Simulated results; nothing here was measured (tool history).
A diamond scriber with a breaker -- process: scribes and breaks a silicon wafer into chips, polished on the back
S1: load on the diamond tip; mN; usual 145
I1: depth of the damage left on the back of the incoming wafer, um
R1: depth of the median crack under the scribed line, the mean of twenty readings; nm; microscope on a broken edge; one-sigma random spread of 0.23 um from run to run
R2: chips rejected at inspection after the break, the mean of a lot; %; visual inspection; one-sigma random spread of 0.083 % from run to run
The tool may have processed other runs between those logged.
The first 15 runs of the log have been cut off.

run,hour,S1,I1,R1,R2
16,1201.3,145,0.03,12630,1.6
# hour 1237.4: diamond tip replaced by a new one
17,1304.2,174,0.03,15240,13.85
18,1398,102,0.03,8890,33.39
19,1466,145,0.01,13080,2.43
20,1528.7,180,0.04,15950,23.48
21,1631.2,145,0.02,13180,3.18
22,1721.3,162,0.02,14730,14.02
23,1789.8,145,0.04,14130,5.15
# hour 1796.4: diamond tip replaced by a new one
# hour 1883.9: load on the tip recalibrated
24,1892,170,0.02,14920,9.42
25,1977.1,166,0.05,13960,7.85
26,2056.8,158,0.04,13640,4.4
27,2114.7,128,0.03,11480,5.8
28,2196.4,168,0.05,14750,8.89
29,2302.1,183,0.04,16160,20.65
30,2355.4,185,0.03,16110,20.84
# hour 2436.5: diamond tip replaced by a new one
31,2437,125,0.04,11190,6.9
32,2536.5,106,0.01,9460,27.45

Below are 4 alternative next runs, each starting from the tool's condition after run 32. Predict each:
A,2537.2,187,0.05,?,?
B,2537.2,184,0.05,?,?
C,2537.2,157,0.05,?,?
D,2537.2,110,0.05,?,?

run,R1,R2
A,16990,22.29
B,16760,20.36
C,14560,5.17
D,10250,19.38
Without the tool's hidden state the same runs would have given:
run,R1,R2
A,16410,17.54
B,16180,15.77
C,14060,3.02
D,9900,24.27
